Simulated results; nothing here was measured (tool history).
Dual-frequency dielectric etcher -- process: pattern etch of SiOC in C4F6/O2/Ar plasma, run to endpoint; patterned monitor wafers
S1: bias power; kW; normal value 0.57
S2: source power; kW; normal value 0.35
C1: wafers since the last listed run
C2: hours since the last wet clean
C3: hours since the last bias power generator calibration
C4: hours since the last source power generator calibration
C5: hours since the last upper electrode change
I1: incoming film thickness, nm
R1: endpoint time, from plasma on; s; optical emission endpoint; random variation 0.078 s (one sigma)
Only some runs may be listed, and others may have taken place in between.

run 1 hour=0 | S1=0.477 S2=0.39 | C1=0 C2=475 C3=2322.7 C4=3148.6 C5=4160.4 | I1=43.46 | R1=13.6
run 2 hour=15.3 | S1=0.477 S2=0.39 | C1=283 C2=490.3 C3=2338 C4=3163.9 C5=4175.7 | I1=43.21 | R1=13.4
run 3 hour=36.6 | S1=0.57 S2=0.41 | C1=394 C2=511.6 C3=2359.3 C4=3185.2 C5=4197 | I1=42.72 | R1=12.1
run 4 hour=62.6 | S1=0.505 S2=0.37 | C1=481 C2=537.6 C3=2385.3 C4=3211.2 C5=4223 | I1=43.21 | R1=13.5
run 5 hour=97.9 | S1=0.505 S2=0.37 | C1=653 C2=572.9 C3=2420.6 C4=3246.5 C5=4258.3 | I1=43.12 | R1=13.6
run 6 hour=129.7 | S1=0.57 S2=0.35 | C1=588 C2=604.7 C3=2452.4 C4=3278.3 C5=4290.1 | I1=42.97 | R1=13.2
run 7 hour=155.2 | S1=0.57 S2=0.35 | C1=472 C2=630.2 C3=2477.9 C4=3303.8 C5=4315.6 | I1=42.93 | R1=13.2
-- hour=186.7 wet clean of the chamber
run 8 hour=187.2 | S1=0.635 S2=0.35 | C1=148 C2=0.5 C3=2509.9 C4=3335.8 C5=4347.6 | I1=43.06 | R1=13.1
run 9 hour=189 | S1=0.635 S2=0.35 | C1=33 C2=2.3 C3=2511.7 C4=3337.6 C5=4349.4 | I1=43.02 | R1=13
-- hour=193.2 bias power generator calibrated
run 10 hour=205.2 | S1=0.57 S2=0.35 | C1=225 C2=18.5 C3=12 C4=3353.8 C5=4365.6 | I1=42.47 | R1=13.4
run 11 hour=221.1 | S1=0.57 S2=0.35 | C1=294 C2=34.4 C3=27.9 C4=3369.7 C5=4381.5 | I1=43.03 | R1=13.6
run 12 hour=252.7 | S1=0.57 S2=0.33 | C1=585 C2=66 C3=59.5 C4=3401.3 C5=4413.1 | I1=43.11 | R1=14
run 13 hour=284.7 | S1=0.661 S2=0.44 | C1=592 C2=98 C3=91.5 C4=3433.3 C5=4445.1 | I1=43.2 | R1=11.9
-- hour=321.1 source power generator calibrated
-- hour=323.5 wet clean of the chamber, repeated, since the last time left the tool worse
run 14 hour=324 | S1=0.519 S2=0.26 | C1=609 C2=0.5 C3=130.8 C4=2.9 C5=4484.4 | I1=42.96 | R1=15
-- hour=368.8 upper electrode replaced
run 15 hour=369.3 | S1=0.57 S2=0.27 | C1=394 C2=45.8 C3=176.1 C4=48.2 C5=0.5 | I1=43.07 | R1=14.4
run 16 hour=384.4 | S1=0.519 S2=0.26 | C1=279 C2=60.9 C3=191.2 C4=63.3 C5=15.6 | I1=42.87 | R1=14.9
run 17 hour=420 | S1=0.477 S2=0.39 | C1=659 C2=96.5 C3=226.8 C4=98.9 C5=51.2 | I1=43.13 | R1=13.2
run 18 hour=441.8 | S1=0.448 S2=0.31 | C1=403 C2=118.3 C3=248.6 C4=120.7 C5=73 | I1=43.13 | R1=14.9
run 19 hour=461.2 | S1=0.663 S2=0.41 | C1=359 C2=137.7 C3=268 C4=140.1 C5=92.4 | I1=43.09 | R1=11.5
run 20 hour=479.9 | S1=0.699 S2=0.42 | C1=346 C2=156.4 C3=286.7 C4=158.8 C5=111.1 | I1=42.82 | R1=11.1
run 21 hour=496.4 | S1=0.616 S2=0.43 | C1=305 C2=172.9 C3=303.2 C4=175.3 C5=127.6 | I1=42.87 | R1=11.5
run 22 hour=509.4 | S1=0.57 S2=0.27 | C1=240 C2=185.9 C3=316.2 C4=188.3 C5=140.6 | I1=42.71 | R1=14.4
run 23 hour=530.9 | S1=0.436 S2=0.4 | C1=398 C2=207.4 C3=337.7 C4=209.8 C5=162.1 | I1=42.81 | R1=13.4
run 24 hour=558.6 | S1=0.532 S2=0.32 | C1=512 C2=235.1 C3=365.4 C4=237.5 C5=189.8 | I1=43.09 | R1=13.8

Consider 4 possible next runs. They are alternatives, not a sequence: every one starts from the tool as it was left by run 24. What does each give?
run A hour=559 | S1=0.57 S2=0.35 | C1=7 C2=235.5 C3=365.8 C4=237.9 C5=190.2 | I1=42.68 | R1=?
run B hour=559 | S1=0.498 S2=0.41 | C1=7 C2=235.5 C3=365.8 C4=237.9 C5=190.2 | I1=42.68 | R1=?
run C hour=559 | S1=0.57 S2=0.28 | C1=7 C2=235.5 C3=365.8 C4=237.9 C5=190.2 | I1=42.68 | R1=?
run D hour=559 | S1=0.57 S2=0.44 | C1=7 C2=235.5 C3=365.8 C4=237.9 C5=190.2 | I1=42.68 | R1=?

run=A R1=12.9
run=B R1=12.7
run=C R1=14.2
run=D R1=11.7
With the hidden condition removed and each run's random variation left untouched, the same runs would have given:
run=A R1=12.7
run=B R1=12.5
run=C R1=13.9
run=D R1=11.5

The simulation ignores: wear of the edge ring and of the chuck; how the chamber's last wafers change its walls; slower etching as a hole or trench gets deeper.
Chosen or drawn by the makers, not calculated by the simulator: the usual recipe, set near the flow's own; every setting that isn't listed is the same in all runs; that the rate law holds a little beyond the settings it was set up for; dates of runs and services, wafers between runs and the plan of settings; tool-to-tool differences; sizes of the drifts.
